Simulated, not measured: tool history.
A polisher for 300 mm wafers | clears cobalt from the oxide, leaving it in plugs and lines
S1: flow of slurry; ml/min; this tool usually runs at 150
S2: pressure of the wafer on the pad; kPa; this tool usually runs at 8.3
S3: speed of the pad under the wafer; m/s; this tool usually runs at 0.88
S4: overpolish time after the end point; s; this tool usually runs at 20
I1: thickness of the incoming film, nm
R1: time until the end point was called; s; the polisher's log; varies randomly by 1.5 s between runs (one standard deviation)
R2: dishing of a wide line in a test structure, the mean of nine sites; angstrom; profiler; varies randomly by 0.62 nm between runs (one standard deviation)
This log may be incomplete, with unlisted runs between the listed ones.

run     day   S1   S2    S3  S4     I1     R1   R2
  1   0.000  150  8.3  0.94  20  206.5  101.1  328
  2   3.117  150  8.3  0.88  20  207.6  116.5  311
      3.400  -- worn pad replaced by a new one
  3   5.321  150  8.3  0.88  20  201.8   98.4  343
  4   8.225  150  8.3  0.88  20  208.1  101.8  350
     10.383  -- head pressure recalibrated
  5  10.433  150  8.3  0.88  20  206.3  101.6  324
  6  12.088  150  8.3  0.88  20  205.7  100.1  331
  7  13.667  150  8.3  0.88  20  205.9  102.2  336
  8  16.633  150  8.3  0.88  20  205.1  106.3  315
     17.808  -- worn pad replaced by a new one, of another model than before
  9  19.279  150  8.3  0.88  20  208.5   98.8  354
 10  20.617  150  8.3  0.88  20  208.2   96.2  337
 11  21.725  150  8.3  0.88  20  203.5   96.3  344
     21.904  -- slurry nozzle cleaned
 12  23.771  150  8.3  0.88  23  203.6   96.9  390
 13  32.267  150  8.3  0.88  23  206.7  109.0  348
     33.292  -- worn pad replaced by a new one
 14  34.333  150  8.3  0.88  20  204.5   97.5  349
 15  37.062  150  8.3  0.88  20  202.2   96.8  356
 16  39.658  150  8.3  0.88  20  207.1   98.3  338
 17  41.029  150  8.3  0.88  20  205.2   99.3  345
 18  43.204  150  8.3  1.04  28  205.0   91.2  441
 19  45.662  190  8.3  0.88  20  204.8   97.0  336
     47.462  -- worn pad replaced by a new one
 20  47.483  150  6.2  0.88  20  207.7  135.7  269
 21  49.958  110  9.0  1.14  25  205.2   92.5  415
     53.029  -- slurry nozzle cleaned
     54.188  -- head pressure recalibrated
 22  58.521  150  8.3  0.88  20  202.0  103.5  320
 23  61.017  150  8.3  0.88  20  208.7  112.8  309
 24  62.496  120  6.2  0.98  25  206.4  151.0  285
     64.217  -- worn pad replaced by a new one
 25  65.488  165  6.9  1.12  14  204.5  103.0  256
 26  67.971  150  8.3  0.88  20  203.4   98.0  334
 27  70.746  150  8.3  0.88  20  203.6   96.9  346
 28  72.450  150  8.3  0.88  20  203.4   99.9  329
 29  73.600  150  8.3  1.06  20  206.0   94.7  362
 30  75.954  185  6.2  0.74  14  204.4  141.7  191
 31  77.096  150  8.3  0.88  20  207.9  106.7  327
 32  78.700  120  6.2  0.88  20  203.6  154.5  232

Subtracting, for every run, the result it would have given without the tool's unlogged condition from the measured result gives the following. The same run-to-run variation enters both numbers; the gauge's scatter may not:
Hidden conditions of the tool in this case: removal rate lost through wear of the pad, %; slurry flow missing at the pad, %; deviation of the head's pressure from its setpoint, %.
run     R1   R2
  1  +11.0  -29
  2  +18.0  -43
  3   +2.0   -5
  4   +2.9   -8
  5   +4.2  -10
  6   +5.3  -14
  7   +6.8  -18
  8  +10.5  -26
  9   +0.3   -1
 10   +0.6   -1
 11   +0.9   -2
 12   +1.8   -5
 13  +10.7  -27
 14   +0.1   +0
 15   +0.7   -2
 16   +1.8   -5
 17   +2.8   -7
 18   +4.1  -14
 19   +6.9  -19
 20   +3.2   -5
 21   +2.4   -7
 22   +8.3  -20
 23  +12.1  -28
 24  +19.1  -32
 25   +1.4   -2
 26   +1.9   -4
 27   +3.1   -8
 28   +4.3  -11
 29   +5.0  -14
 30  +10.7  -14
 31   +9.4  -23
 32  +16.8  -23

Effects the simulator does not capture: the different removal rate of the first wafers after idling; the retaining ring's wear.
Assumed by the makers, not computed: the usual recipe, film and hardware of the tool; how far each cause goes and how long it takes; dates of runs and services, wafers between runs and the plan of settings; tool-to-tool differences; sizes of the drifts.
